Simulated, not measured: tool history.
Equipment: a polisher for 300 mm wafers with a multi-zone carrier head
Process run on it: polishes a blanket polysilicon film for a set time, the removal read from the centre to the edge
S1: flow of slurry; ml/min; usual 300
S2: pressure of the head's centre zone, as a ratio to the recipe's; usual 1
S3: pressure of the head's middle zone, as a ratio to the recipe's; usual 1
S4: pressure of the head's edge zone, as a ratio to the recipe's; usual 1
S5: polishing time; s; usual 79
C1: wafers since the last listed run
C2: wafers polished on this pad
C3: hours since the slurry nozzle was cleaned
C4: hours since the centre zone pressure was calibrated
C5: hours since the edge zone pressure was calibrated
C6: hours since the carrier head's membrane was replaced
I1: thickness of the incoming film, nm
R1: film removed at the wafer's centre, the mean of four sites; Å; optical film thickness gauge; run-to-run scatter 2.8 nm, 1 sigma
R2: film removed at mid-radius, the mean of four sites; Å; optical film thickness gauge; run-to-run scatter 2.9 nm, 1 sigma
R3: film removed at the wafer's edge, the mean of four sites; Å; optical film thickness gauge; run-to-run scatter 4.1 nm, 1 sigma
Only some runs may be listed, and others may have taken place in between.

run,hour,S1,S2,S3,S4,S5,C1,C2,C3,C4,C5,C6,I1,R1,R2,R3
1,0,300,1,1,1,93,0,920,325.3,147.1,150.1,1209.1,2319.4,4643,4605,4563
# hour 60.3: worn pad replaced by a new one
# hour 89.7: slurry nozzle cleaned
2,97.8,300,1,1,1,93,484,190,8.1,244.9,247.9,1306.9,2346.1,4861,4748,4725
3,205.3,300,1,1,1,79,561,751,115.6,352.4,355.4,1414.4,2386.3,3944,3955,3939
# hour 272.3: centre zone pressure recalibrated
# hour 280.8: worn pad replaced by a new one
4,294.3,300,1,1,1,79,433,70,204.6,22,444.4,1503.4,2343.2,4152,4098,4002
# hour 335.4: edge zone pressure recalibrated
5,382.3,300,1,0.95,1,79,449,519,292.6,110,46.9,1591.4,2394.2,4034,3848,3939
6,485,300,1,0.95,1,79,536,1055,395.3,212.7,149.6,1694.1,2310.1,3936,3752,3842
# hour 500.8: slurry nozzle cleaned
# hour 501.5: worn pad replaced by a new one
7,561.6,300,1,1,1,79,391,314,60.8,289.3,226.2,1770.7,2347.3,4111,4023,3981
8,608.7,300,1,1,1,79,245,559,107.9,336.4,273.3,1817.8,2394.2,4019,3870,3944
# hour 626.2: carrier head's membrane replaced by a new one
9,646.8,300,0.91,1.11,0.9,54,172,732,146,374.5,311.4,20.6,2328.6,2493,2864,2534
# hour 699.8: worn pad replaced by a new one
# hour 709.2: centre zone pressure recalibrated
10,727.4,240,1.05,0.94,1,79,389,133,226.6,18.2,392,101.2,2373.5,4232,3842,3985
11,766.2,300,1,1,1,93,202,336,265.4,57,430.8,140,2359.6,4832,4760,4653
# hour 810.3: edge zone pressure recalibrated
12,831.8,215,1,1,1,79,332,668,331,122.6,21.5,205.6,2360.5,3805,3782,3778
# hour 890.1: slurry nozzle cleaned
13,896.9,300,1,0.92,0.94,79,334,1003,6.8,187.7,86.6,270.7,2357.5,4010,3681,3724
# hour 943: worn pad replaced by a new one
14,1068.1,300,1,1,1,105,873,653,178,358.9,257.8,441.9,2355.8,5345,5189,5207

Below are 3 alternative next runs, each starting from the tool's condition after run 14. Predict each:
A,1068.6,300,1,1,1.04,79,2,655,178.5,359.4,258.3,442.4,2331.9,?,?,?
B,1068.6,300,1,1.07,1.05,57,2,655,178.5,359.4,258.3,442.4,2331.9,?,?,?
C,1068.6,300,1,1,1,66,2,655,178.5,359.4,258.3,442.4,2331.9,?,?,?

run,R1,R2,R3
A,3986,3918,3986
B,2877,2950,2888
C,3330,3273,3267
With no hidden state in the tool, these same runs would have given:
run,R1,R2,R3
A,4244,4172,4244
B,3064,3142,3075
C,3546,3486,3479

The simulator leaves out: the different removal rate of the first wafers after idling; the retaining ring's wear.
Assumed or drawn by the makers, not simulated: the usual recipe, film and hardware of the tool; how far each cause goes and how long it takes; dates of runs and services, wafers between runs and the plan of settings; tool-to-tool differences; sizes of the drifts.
